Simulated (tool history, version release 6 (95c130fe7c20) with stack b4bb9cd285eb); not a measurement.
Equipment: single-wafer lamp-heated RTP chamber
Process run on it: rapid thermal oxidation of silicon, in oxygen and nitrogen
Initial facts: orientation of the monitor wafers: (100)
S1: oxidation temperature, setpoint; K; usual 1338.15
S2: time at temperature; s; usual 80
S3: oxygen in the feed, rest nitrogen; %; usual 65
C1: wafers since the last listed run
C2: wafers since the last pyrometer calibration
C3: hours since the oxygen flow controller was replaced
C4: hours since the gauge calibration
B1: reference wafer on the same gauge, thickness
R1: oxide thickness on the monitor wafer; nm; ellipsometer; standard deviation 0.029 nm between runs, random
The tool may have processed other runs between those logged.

run 1 day=0 | S1=1338.15 S2=80 S3=65 | C1=0 C2=2173 C3=4556.3 C4=732.9 | B1=10.389 | R1=8.852
run 2 day=1.854 | S1=1347.15 S2=80 S3=65 | C1=468 C2=2641 C3=4600.8 C4=777.4 | B1=10.387 | R1=9.316
run 3 day=6.204 | S1=1345.15 S2=80 S3=65 | C1=1098 C2=3739 C3=4705.2 C4=881.8 | B1=10.371 | R1=9.292
-- day=8.475 pyrometer window cleaned and pyrometer calibrated
run 4 day=8.538 | S1=1338.15 S2=80 S3=65 | C1=504 C2=15 C3=4761.2 C4=937.8 | B1=10.373 | R1=8.877
run 5 day=11.121 | S1=1338.15 S2=80 S3=65 | C1=652 C2=667 C3=4823.2 C4=999.8 | B1=10.388 | R1=8.897
run 6 day=15.35 | S1=1338.15 S2=80 S3=65 | C1=1067 C2=1735 C3=4924.7 C4=1101.3 | B1=10.378 | R1=8.851
run 7 day=17.425 | S1=1338.15 S2=80 S3=65 | C1=523 C2=2259 C3=4974.5 C4=1151.1 | B1=10.374 | R1=8.871
run 8 day=21.846 | S1=1338.15 S2=80 S3=65 | C1=1116 C2=3375 C3=5080.6 C4=1257.2 | B1=10.376 | R1=8.917
run 9 day=24.467 | S1=1338.15 S2=80 S3=65 | C1=661 C2=4037 C3=5143.5 C4=1320.1 | B1=10.372 | R1=8.906
-- day=24.9 pyrometer window cleaned and pyrometer calibrated
run 10 day=27.658 | S1=1338.15 S2=80 S3=65 | C1=721 C2=695 C3=5220.1 C4=1396.7 | B1=10.358 | R1=8.907
-- day=29.017 gauge calibrated
run 11 day=30.338 | S1=1354.15 S2=104 S3=84 | C1=676 C2=1372 C3=5284.4 C4=31.7 | B1=10.385 | R1=12.194
-- day=40.4 pyrometer window cleaned and pyrometer calibrated
run 12 day=40.662 | S1=1338.15 S2=52 S3=65 | C1=2522 C2=66 C3=5532.2 C4=279.5 | B1=10.393 | R1=7.314
-- day=42.533 oxygen flow controller replaced
run 13 day=52.983 | S1=1346.15 S2=80 S3=65 | C1=3026 C2=3092 C3=250.8 C4=575.2 | B1=10.38 | R1=9.331
-- day=53.929 pyrometer window cleaned and pyrometer calibrated
run 14 day=55.875 | S1=1338.15 S2=80 S3=65 | C1=645 C2=491 C3=320.2 C4=644.6 | B1=10.37 | R1=8.837
run 15 day=59.217 | S1=1357.15 S2=114 S3=65 | C1=843 C2=1335 C3=400.4 C4=724.8 | B1=10.374 | R1=11.826
run 16 day=63.062 | S1=1356.15 S2=80 S3=90 | C1=970 C2=2306 C3=492.7 C4=817.1 | B1=10.392 | R1=11.192
run 17 day=65.021 | S1=1367.15 S2=118 S3=65 | C1=494 C2=2800 C3=539.7 C4=864.1 | B1=10.38 | R1=12.736
run 18 day=67.625 | S1=1338.15 S2=80 S3=44 | C1=657 C2=3457 C3=602.2 C4=926.6 | B1=10.369 | R1=7.725
-- day=68.796 pyrometer window cleaned and pyrometer calibrated
run 19 day=71.229 | S1=1353.15 S2=66 S3=80 | C1=825 C2=614 C3=688.7 C4=1013.1 | B1=10.366 | R1=9.674
run 20 day=74.821 | S1=1338.15 S2=80 S3=65 | C1=906 C2=1520 C3=774.9 C4=1099.3 | B1=10.369 | R1=8.887
run 21 day=76.55 | S1=1338.15 S2=80 S3=65 | C1=436 C2=1957 C3=816.4 C4=1140.8 | B1=10.362 | R1=8.873

3 options for the next run, each taken on its own from the tool as it stands now. Forecast them:
run A day=76.567 | S1=1338.15 S2=80 S3=50 | C1=4 C2=1961 C3=816.8 C4=1141.2 | B1=? | R1=?
run B day=76.567 | S1=1360.15 S2=68 S3=65 | C1=4 C2=1961 C3=816.8 C4=1141.2 | B1=? | R1=?
run C day=76.567 | S1=1315.15 S2=98 S3=50 | C1=4 C2=1961 C3=816.8 C4=1141.2 | B1=? | R1=?

run=A B1=10.371 R1=8.064
run=B B1=10.371 R1=9.514
run=C B1=10.371 R1=7.556
The same runs, with their run-to-run variation unchanged, on a tool lacking any hidden condition would have given:
run=A R1=8.064
run=B R1=9.514
run=C R1=7.556
